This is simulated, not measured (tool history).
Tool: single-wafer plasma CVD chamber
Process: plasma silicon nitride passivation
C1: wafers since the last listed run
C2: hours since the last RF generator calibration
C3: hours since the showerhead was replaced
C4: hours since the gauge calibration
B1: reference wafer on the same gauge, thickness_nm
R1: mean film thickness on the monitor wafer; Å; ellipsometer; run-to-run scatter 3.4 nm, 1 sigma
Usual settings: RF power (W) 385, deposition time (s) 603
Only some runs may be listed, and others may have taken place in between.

run 1 day=0.000 | RF_power_(W)=385 deposition_time_(s)=603 | C1=0 C2=6.2 C3=2206.3 C4=1439.2 | B1=895.297 | R1=9323.35
run 2 day=3.467 | RF_power_(W)=385 deposition_time_(s)=603 | C1=359 C2=89.4 C3=2289.5 C4=1522.4 | B1=894.632 | R1=9320.85
run 3 day=5.312 | RF_power_(W)=385 deposition_time_(s)=603 | C1=191 C2=133.7 C3=2333.8 C4=1566.7 | B1=895.665 | R1=9279.91
run 4 day=7.742 | RF_power_(W)=385 deposition_time_(s)=603 | C1=252 C2=192.0 C3=2392.1 C4=1625.0 | B1=894.106 | R1=9258.47
run 5 day=10.192 | RF_power_(W)=385 deposition_time_(s)=655 | C1=254 C2=250.8 C3=2450.9 C4=1683.8 | B1=894.911 | R1=10062.24
run 6 day=11.846 | RF_power_(W)=385 deposition_time_(s)=655 | C1=171 C2=290.5 C3=2490.6 C4=1723.5 | B1=895.255 | R1=10060.80
run 7 day=13.950 | RF_power_(W)=415 deposition_time_(s)=603 | C1=218 C2=341.0 C3=2541.1 C4=1774.0 | B1=894.586 | R1=9446.51
run 8 day=17.450 | RF_power_(W)=385 deposition_time_(s)=603 | C1=363 C2=425.0 C3=2625.1 C4=1858.0 | B1=896.080 | R1=9321.65
run 9 day=21.492 | RF_power_(W)=385 deposition_time_(s)=603 | C1=419 C2=522.0 C3=2722.1 C4=1955.0 | B1=893.729 | R1=9333.68
run 10 day=32.883 | RF_power_(W)=385 deposition_time_(s)=603 | C1=1181 C2=795.4 C3=2995.5 C4=2228.4 | B1=896.038 | R1=9276.09
run 11 day=35.071 | RF_power_(W)=385 deposition_time_(s)=572 | C1=226 C2=847.9 C3=3048.0 C4=2280.9 | B1=895.046 | R1=8769.30
run 12 day=37.921 | RF_power_(W)=385 deposition_time_(s)=572 | C1=295 C2=916.3 C3=3116.4 C4=2349.3 | B1=896.306 | R1=8822.45
run 13 day=41.988 | RF_power_(W)=385 deposition_time_(s)=572 | C1=421 C2=1013.9 C3=3214.0 C4=2446.9 | B1=895.881 | R1=8788.49
run 14 day=44.858 | RF_power_(W)=385 deposition_time_(s)=533 | C1=297 C2=1082.8 C3=3282.9 C4=2515.8 | B1=895.707 | R1=8161.33
run 15 day=47.833 | RF_power_(W)=385 deposition_time_(s)=603 | C1=308 C2=1154.2 C3=3354.3 C4=2587.2 | B1=894.234 | R1=9182.82
run 16 day=50.146 | RF_power_(W)=385 deposition_time_(s)=603 | C1=239 C2=1209.7 C3=3409.8 C4=2642.7 | B1=894.024 | R1=9155.51
run 17 day=52.658 | RF_power_(W)=385 deposition_time_(s)=655 | C1=260 C2=1270.0 C3=3470.1 C4=2703.0 | B1=893.821 | R1=9987.45
run 18 day=55.517 | RF_power_(W)=385 deposition_time_(s)=603 | C1=296 C2=1338.6 C3=3538.7 C4=2771.6 | B1=896.143 | R1=9179.87
run 19 day=59.929 | RF_power_(W)=310 deposition_time_(s)=698 | C1=457 C2=1444.5 C3=3644.6 C4=2877.5 | B1=895.469 | R1=10042.84
-- day=61.438 RF generator calibrated
run 20 day=63.108 | RF_power_(W)=385 deposition_time_(s)=603 | C1=295 C2=40.1 C3=3720.9 C4=2953.8 | B1=895.526 | R1=9309.61
run 21 day=64.625 | RF_power_(W)=455 deposition_time_(s)=557 | C1=157 C2=76.5 C3=3757.3 C4=2990.2 | B1=895.420 | R1=8980.97
run 22 day=67.442 | RF_power_(W)=385 deposition_time_(s)=603 | C1=292 C2=144.1 C3=3824.9 C4=3057.8 | B1=895.071 | R1=9292.38
run 23 day=71.562 | RF_power_(W)=385 deposition_time_(s)=603 | C1=427 C2=243.0 C3=3923.8 C4=3156.7 | B1=893.890 | R1=9297.66
-- day=73.379 showerhead replaced
run 24 day=74.533 | RF_power_(W)=325 deposition_time_(s)=555 | C1=273 C2=314.3 C3=27.7 C4=3228.0 | B1=895.451 | R1=8297.29
run 25 day=77.446 | RF_power_(W)=385 deposition_time_(s)=603 | C1=302 C2=384.2 C3=97.6 C4=3297.9 | B1=895.038 | R1=9286.90
-- day=78.917 gauge calibrated
run 26 day=81.604 | RF_power_(W)=360 deposition_time_(s)=488 | C1=431 C2=484.0 C3=197.4 C4=64.5 | B1=894.164 | R1=7400.44
run 27 day=85.175 | RF_power_(W)=445 deposition_time_(s)=566 | C1=370 C2=569.7 C3=283.1 C4=150.2 | B1=894.754 | R1=9020.67
run 28 day=88.488 | RF_power_(W)=340 deposition_time_(s)=603 | C1=343 C2=649.2 C3=362.6 C4=229.7 | B1=895.018 | R1=8991.61
run 29 day=98.450 | RF_power_(W)=385 deposition_time_(s)=489 | C1=1033 C2=888.3 C3=601.7 C4=468.8 | B1=894.682 | R1=7497.66
run 30 day=100.575 | RF_power_(W)=350 deposition_time_(s)=518 | C1=220 C2=939.3 C3=652.7 C4=519.8 | B1=894.117 | R1=7804.72
run 31 day=104.071 | RF_power_(W)=310 deposition_time_(s)=541 | C1=362 C2=1023.2 C3=736.6 C4=603.7 | B1=893.192 | R1=7878.81
run 32 day=106.138 | RF_power_(W)=425 deposition_time_(s)=507 | C1=214 C2=1072.8 C3=786.2 C4=653.3 | B1=895.323 | R1=7886.48

Forecast each of these 3 alternatives for the next run:
run A day=106.162 | RF_power_(W)=385 deposition_time_(s)=603 | C1=2 C2=1073.4 C3=786.8 C4=653.9 | B1=? | R1=?
run B day=106.162 | RF_power_(W)=385 deposition_time_(s)=535 | C1=2 C2=1073.4 C3=786.8 C4=653.9 | B1=? | R1=?
run C day=106.162 | RF_power_(W)=450 deposition_time_(s)=603 | C1=2 C2=1073.4 C3=786.8 C4=653.9 | B1=? | R1=?

run=A B1=895.134 R1=9207.78
run=B B1=895.134 R1=8169.42
run=C B1=895.134 R1=9548.54
With the hidden condition removed and each run's random variation left untouched, the same runs would have given:
run=A R1=9314.46
run=B R1=8264.08
run=C R1=9659.17
